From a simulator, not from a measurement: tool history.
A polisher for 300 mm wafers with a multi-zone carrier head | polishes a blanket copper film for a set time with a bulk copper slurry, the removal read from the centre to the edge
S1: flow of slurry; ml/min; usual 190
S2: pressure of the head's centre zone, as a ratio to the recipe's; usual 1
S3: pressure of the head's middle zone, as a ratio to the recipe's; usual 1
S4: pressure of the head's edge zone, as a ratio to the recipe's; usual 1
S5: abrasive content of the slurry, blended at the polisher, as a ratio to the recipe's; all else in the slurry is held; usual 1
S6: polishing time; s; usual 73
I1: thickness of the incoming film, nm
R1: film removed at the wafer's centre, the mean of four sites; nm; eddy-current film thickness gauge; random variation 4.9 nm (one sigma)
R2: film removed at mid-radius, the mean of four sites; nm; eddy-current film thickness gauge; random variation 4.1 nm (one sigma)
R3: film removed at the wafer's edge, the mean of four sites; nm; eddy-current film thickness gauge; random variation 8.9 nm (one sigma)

Run 1, hour 0: usual settings; I1 3531.8. Result: R1 563.8 nm, R2 576.4 nm, R3 554.8 nm.
At hour 28.3: worn pad replaced by a new one.
Run 2, hour 66: usual settings; I1 3526.2. Result: R1 606.9 nm, R2 621.2 nm, R3 598 nm.
Run 3, hour 125.1: usual settings; I1 3591.8. Result: R1 589.2 nm, R2 594 nm, R3 583.7 nm.
Run 4, hour 170.9: usual settings; I1 3472.1. Result: R1 581.4 nm, R2 587 nm, R3 581.3 nm.
At hour 179.5: centre zone pressure recalibrated.
Run 5, hour 223.9: usual settings but S4 0.91, S6 96 s; I1 3562.9. Result: R1 764.8 nm, R2 767 nm, R3 734 nm.
Run 6, hour 253.4: usual settings but S1 160 ml/min; I1 3526.9. Result: R1 559.9 nm, R2 562.7 nm, R3 554.8 nm.
At hour 286.8: slurry nozzle cleaned.
Run 7, hour 312.9: usual settings; I1 3478.5. Result: R1 571.3 nm, R2 576.1 nm, R3 569 nm.
Run 8, hour 380.5: usual settings but S5 1.3; I1 3520.5. Result: R1 611.7 nm, R2 613.8 nm, R3 621.8 nm.
At hour 388.9: worn pad replaced by a new one.
Run 9, hour 442.7: usual settings but S1 230 ml/min, S2 0.89, S4 1.08, S6 92 s; I1 3514.1. Result: R1 721.1 nm, R2 773.4 nm, R3 785.6 nm.
At hour 493.9: edge zone pressure recalibrated.
At hour 502.5: centre zone pressure recalibrated.
Run 10, hour 503: usual settings but S3 0.92, S5 1.2; I1 3571.2. Result: R1 616.7 nm, R2 582.7 nm, R3 612.8 nm.

Forecast run 11:
Run 11, hour 568.7: usual settings; I1 3557.8. Result: R1 ?, R2 ?, R3 ?.

{"run 11": {"R1": 573.7, "R2": 582.9, "R3": 567.6}}
Without the tool's hidden state the same run would have given R1 622.4 nm, R2 632.4 nm, R3 615.8 nm.
